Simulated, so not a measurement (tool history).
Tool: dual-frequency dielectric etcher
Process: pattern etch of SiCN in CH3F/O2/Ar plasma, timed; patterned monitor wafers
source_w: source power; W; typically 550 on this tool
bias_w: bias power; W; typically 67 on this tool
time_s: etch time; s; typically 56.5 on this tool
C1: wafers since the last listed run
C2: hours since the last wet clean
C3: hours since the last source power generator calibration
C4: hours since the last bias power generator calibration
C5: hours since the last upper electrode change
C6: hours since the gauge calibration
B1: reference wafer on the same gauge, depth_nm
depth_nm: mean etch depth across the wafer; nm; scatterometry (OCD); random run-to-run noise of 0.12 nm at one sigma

Run 1, day 0.000: usual settings but source_w 590 W; C1 0; C2 332.8; C3 24.3; C4 4878.1; C5 2399.3; C6 20.2; B1 19.53. Result: depth_nm 23.06 nm.
Run 2, day 2.779: usual settings but source_w 590 W; C1 563; C2 399.5; C3 91.0; C4 4944.8; C5 2466.0; C6 86.9; B1 19.63. Result: depth_nm 23.31 nm.
Run 3, day 4.542: usual settings but source_w 590 W; C1 357; C2 441.8; C3 133.3; C4 4987.1; C5 2508.3; C6 129.2; B1 19.57. Result: depth_nm 23.32 nm.
At day 6.967: wet clean of the chamber.
Run 4, day 6.988: usual settings; C1 293; C2 0.5; C3 192.0; C4 5045.8; C5 2567.0; C6 187.9; B1 19.53. Result: depth_nm 22.45 nm.
Run 5, day 8.250: usual settings; C1 256; C2 30.8; C3 222.3; C4 5076.1; C5 2597.3; C6 218.2; B1 19.59. Result: depth_nm 22.37 nm.
Run 6, day 10.712: usual settings but source_w 650 W; C1 499; C2 89.9; C3 281.4; C4 5135.2; C5 2656.4; C6 277.3; B1 19.58. Result: depth_nm 23.91 nm.
Run 7, day 11.788: usual settings; C1 218; C2 115.7; C3 307.2; C4 5161.0; C5 2682.2; C6 303.1; B1 19.60. Result: depth_nm 22.36 nm.
Run 8, day 13.062: usual settings; C1 258; C2 146.3; C3 337.8; C4 5191.6; C5 2712.8; C6 333.7; B1 19.53. Result: depth_nm 22.56 nm.
At day 14.088: bias power generator calibrated.
Run 9, day 14.483: usual settings; C1 254; C2 180.4; C3 371.9; C4 9.5; C5 2746.9; C6 367.8; B1 19.57. Result: depth_nm 22.52 nm.
Run 10, day 17.338: usual settings; C1 578; C2 248.9; C3 440.4; C4 78.0; C5 2815.4; C6 436.3; B1 19.56. Result: depth_nm 22.45 nm.
Run 11, day 19.221: usual settings but source_w 690 W, bias_w 79 W, time_s 66.5 s; C1 381; C2 294.1; C3 485.6; C4 123.2; C5 2860.6; C6 481.5; B1 19.61. Result: depth_nm 31.06 nm.
Run 12, day 21.200: usual settings but source_w 690 W, bias_w 74 W, time_s 52.0 s; C1 401; C2 341.6; C3 533.1; C4 170.7; C5 2908.1; C6 529.0; B1 19.57. Result: depth_nm 23.80 nm.
At day 23.046: upper electrode replaced.
Run 13, day 24.025: usual settings but source_w 510 W, bias_w 62 W; C1 370; C2 409.4; C3 600.9; C4 238.5; C5 23.5; C6 596.8; B1 19.61. Result: depth_nm 20.99 nm.
Run 14, day 26.233: usual settings; C1 447; C2 462.4; C3 653.9; C4 291.5; C5 76.5; C6 649.8; B1 19.63. Result: depth_nm 22.22 nm.
At day 28.692: wet clean of the chamber.
Run 15, day 28.975: usual settings; C1 353; C2 6.8; C3 719.7; C4 357.3; C5 142.3; C6 715.6; B1 19.61. Result: depth_nm 22.24 nm.
Run 16, day 31.579: usual settings but source_w 610 W, bias_w 51 W, time_s 47.5 s; C1 528; C2 69.3; C3 782.2; C4 419.8; C5 204.8; C6 778.1; B1 19.61. Result: depth_nm 17.86 nm.
Run 17, day 34.067: usual settings; C1 504; C2 129.0; C3 841.9; C4 479.5; C5 264.5; C6 837.8; B1 19.63. Result: depth_nm 22.68 nm.
Run 18, day 36.188: usual settings but source_w 450 W; C1 430; C2 179.9; C3 892.8; C4 530.4; C5 315.4; C6 888.7; B1 19.60. Result: depth_nm 20.29 nm.
Run 19, day 38.317: usual settings but source_w 430 W, bias_w 55 W, time_s 68.0 s; C1 431; C2 231.0; C3 943.9; C4 581.5; C5 366.5; C6 939.8; B1 19.59. Result: depth_nm 22.12 nm.
Run 20, day 40.392: usual settings but time_s 70.5 s; C1 420; C2 280.8; C3 993.7; C4 631.3; C5 416.3; C6 989.6; B1 19.57. Result: depth_nm 28.07 nm.
Run 21, day 42.171: usual settings; C1 360; C2 323.5; C3 1036.4; C4 674.0; C5 459.0; C6 1032.3; B1 19.58. Result: depth_nm 22.69 nm.
Run 22, day 44.058: usual settings but source_w 470 W, time_s 69.0 s; C1 382; C2 368.8; C3 1081.7; C4 719.3; C5 504.3; C6 1077.6; B1 19.62. Result: depth_nm 25.82 nm.
Run 23, day 46.675: usual settings; C1 530; C2 431.6; C3 1144.5; C4 782.1; C5 567.1; C6 1140.4; B1 19.60. Result: depth_nm 22.32 nm.
Run 24, day 48.942: usual settings but source_w 430 W, bias_w 83 W, time_s 67.0 s; C1 459; C2 486.0; C3 1198.9; C4 836.5; C5 621.5; C6 1194.8; B1 19.58. Result: depth_nm 26.12 nm.
Run 25, day 51.079: usual settings but bias_w 74 W; C1 433; C2 537.3; C3 1250.2; C4 887.8; C5 672.8; C6 1246.1; B1 19.59. Result: depth_nm 23.31 nm.
At day 52.575: wet clean of the chamber.
Run 26, day 52.596: usual settings but source_w 470 W, bias_w 78 W, time_s 43.0 s; C1 104; C2 0.5; C3 1286.6; C4 924.2; C5 709.2; C6 1282.5; B1 19.59. Result: depth_nm 16.85 nm.
Run 27, day 54.588: usual settings but bias_w 56 W, time_s 71.0 s; C1 403; C2 48.3; C3 1334.4; C4 972.0; C5 757.0; C6 1330.3; B1 19.59. Result: depth_nm 26.25 nm.
Run 28, day 57.421: usual settings but source_w 450 W, bias_w 79 W; C1 574; C2 116.3; C3 1402.4; C4 1040.0; C5 825.0; C6 1398.3; B1 19.58. Result: depth_nm 21.87 nm.
Run 29, day 59.942: usual settings; C1 511; C2 176.8; C3 1462.9; C4 1100.5; C5 885.5; C6 1458.8; B1 19.63. Result: depth_nm 22.27 nm.

5 options for the next run, each taken on its own from the tool as it stands now. Forecast them:
Run A, day 59.958: usual settings; C1 3; C2 177.2; C3 1463.3; C4 1100.9; C5 885.9; C6 1459.2; B1 ?. Result: depth_nm ?.
Run B, day 59.958: usual settings but source_w 480 W, bias_w 81 W, time_s 40.0 s; C1 3; C2 177.2; C3 1463.3; C4 1100.9; C5 885.9; C6 1459.2; B1 ?. Result: depth_nm ?.
Run C, day 59.958: usual settings but bias_w 75 W; C1 3; C2 177.2; C3 1463.3; C4 1100.9; C5 885.9; C6 1459.2; B1 ?. Result: depth_nm ?.
Run D, day 59.958: usual settings but source_w 420 W, bias_w 60 W; C1 3; C2 177.2; C3 1463.3; C4 1100.9; C5 885.9; C6 1459.2; B1 ?. Result: depth_nm ?.
Run E, day 59.958: usual settings but source_w 500 W, bias_w 56 W; C1 3; C2 177.2; C3 1463.3; C4 1100.9; C5 885.9; C6 1459.2; B1 ?. Result: depth_nm ?.

run     B1  depth_nm
  A  19.58     22.38
  B  19.58     16.15
  C  19.58     23.42
  D  19.58     19.00
  E  19.58     19.97
Had the tool no hidden state, the same runs would have come out as:
run  depth_nm
  A     22.38
  B     16.15
  C     23.42
  D     19.00
  E     19.97
